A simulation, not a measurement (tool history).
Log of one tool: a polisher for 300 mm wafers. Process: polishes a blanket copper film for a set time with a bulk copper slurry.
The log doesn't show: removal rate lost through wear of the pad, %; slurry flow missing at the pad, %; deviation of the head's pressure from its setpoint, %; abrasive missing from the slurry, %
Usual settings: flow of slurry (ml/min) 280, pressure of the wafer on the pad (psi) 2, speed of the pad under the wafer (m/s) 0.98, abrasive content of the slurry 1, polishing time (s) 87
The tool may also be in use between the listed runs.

run	hour	flow of slurry (ml/min)	pressure of the wafer on the pad (psi)	speed of the pad under the wafer (m/s)	abrasive content of the slurry	polishing time (s)	wafers since the last listed run	wafers polished on this pad	hours since the slurry nozzle was cleaned	hours since the head pressure was calibrated	hours since the slurry blender was calibrated	incoming thickness of the incoming film, nm	film removed (Å)
1	0	280	2	0.98	1	87	0	235	164	355.3	202.5	2466.3	5173
2	36	280	2	0.98	1	87	339	574	200	391.3	238.5	2498.5	5128
3	86.8	280	2	0.98	1	87	479	1053	250.8	442.1	289.3	2481.6	5208
4	184.2	280	2	0.98	1	87	918	1972	348.2	539.5	386.7	2454.8	5235
5	249.9	280	2	0.98	1	87	619	2591	413.9	605.2	452.4	2492.3	5179
6	310.7	280	2	0.98	1	87	573	3165	474.7	666	513.2	2488.7	5094
7	363	255	2	1.12	1	87	493	3658	527	718.3	565.5	2540.8	5650
8	425.7	255	2	1.12	1	87	591	4249	589.7	781	628.2	2512.3	5594
# hour 478.8: slurry blender recalibrated
# hour 502.7: head pressure recalibrated
# hour 503.3: slurry nozzle cleaned
9	519.5	255	2	1.12	1	87	840	5090	16.2	16.8	40.7	2488.7	5717
# hour 570.4: worn pad replaced by a new one
10	584.2	280	2	0.9	1	87	572	130	80.9	81.5	105.4	2467.9	4988
11	689.6	280	1.7	0.98	1	72	993	1123	186.3	186.9	210.8	2480.8	3708
12	756.9	280	1.5	0.98	1	87	634	1758	253.6	254.2	278.1	2503.7	4050
13	854.9	280	2.2	0.98	1.3	71	924	2682	351.6	352.2	376.1	2484.2	4822
14	936.3	280	2	0.98	1	87	767	3450	433	433.6	457.5	2523.4	5061
15	999.8	280	2	0.98	1.2	101	598	4049	496.5	497.1	521	2490.2	6203
# hour 1016.3: slurry nozzle cleaned
# hour 1058.2: slurry blender recalibrated
16	1058.7	195	2.3	0.98	0.9	96	527	4576	42.4	556	0.5	2514.3	6116
17	1124.5	280	2.5	0.98	1	63	620	5196	108.2	621.8	66.3	2514.5	4600

The next listed run, before its measurement:
# hour 1135.9: worn pad replaced by a new one
18	1186.6	235	2.3	0.78	1	115	547	478	170.3	683.9	128.4	2512.9	?

film removed (Å): 6484
Without the tool's hidden state the same run would have given film removed (Å) 6524.
